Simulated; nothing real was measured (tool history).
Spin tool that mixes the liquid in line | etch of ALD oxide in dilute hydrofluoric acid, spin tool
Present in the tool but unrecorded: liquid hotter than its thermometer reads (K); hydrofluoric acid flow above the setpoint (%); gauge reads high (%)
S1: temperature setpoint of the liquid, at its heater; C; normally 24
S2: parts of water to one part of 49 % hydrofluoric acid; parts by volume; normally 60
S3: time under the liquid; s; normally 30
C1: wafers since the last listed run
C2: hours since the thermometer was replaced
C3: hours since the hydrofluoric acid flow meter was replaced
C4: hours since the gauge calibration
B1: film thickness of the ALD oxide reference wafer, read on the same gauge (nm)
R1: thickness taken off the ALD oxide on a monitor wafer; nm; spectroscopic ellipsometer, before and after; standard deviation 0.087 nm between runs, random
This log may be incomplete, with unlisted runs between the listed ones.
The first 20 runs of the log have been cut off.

run 21 day=39.658 | S1=24 S2=60 S3=30 | C1=1244 C2=299 C3=785.9 C4=1011.3 | B1=79.97 | R1=15.99
run 22 day=42.483 | S1=25.5 S2=60 S3=30 | C1=1257 C2=366.8 C3=853.7 C4=1079.1 | B1=79.99 | R1=17.11
-- day=43.308 hydrofluoric acid flow meter replaced
run 23 day=43.808 | S1=25.5 S2=60 S3=30 | C1=571 C2=398.6 C3=12 C4=1110.9 | B1=80.02 | R1=16.59
run 24 day=46.412 | S1=24 S2=80 S3=20 | C1=1159 C2=461.1 C3=74.5 C4=1173.4 | B1=80.02 | R1=7.5
run 25 day=48.975 | S1=26.5 S2=80 S3=15 | C1=1141 C2=522.6 C3=136 C4=1234.9 | B1=79.99 | R1=6.31
-- day=50.554 thermometer replaced
run 26 day=51.117 | S1=24 S2=60 S3=30 | C1=935 C2=13.5 C3=187.4 C4=1286.3 | B1=79.99 | R1=15.62
run 27 day=52.246 | S1=24 S2=60 S3=30 | C1=502 C2=40.6 C3=214.5 C4=1313.4 | B1=80 | R1=15.69
run 28 day=53.642 | S1=24 S2=60 S3=30 | C1=621 C2=74.1 C3=248 C4=1346.9 | B1=80 | R1=15.58

Run 29, settings as shown, results not yet in. Your forecast:
run 29 day=55.367 | S1=29 S2=60 S3=30 | C1=768 C2=115.5 C3=289.4 C4=1388.3 | B1=? | R1=?

B1: 80
R1: 19.05 nm
Without the tool's hidden state the same run would have given R1 18.56 nm.

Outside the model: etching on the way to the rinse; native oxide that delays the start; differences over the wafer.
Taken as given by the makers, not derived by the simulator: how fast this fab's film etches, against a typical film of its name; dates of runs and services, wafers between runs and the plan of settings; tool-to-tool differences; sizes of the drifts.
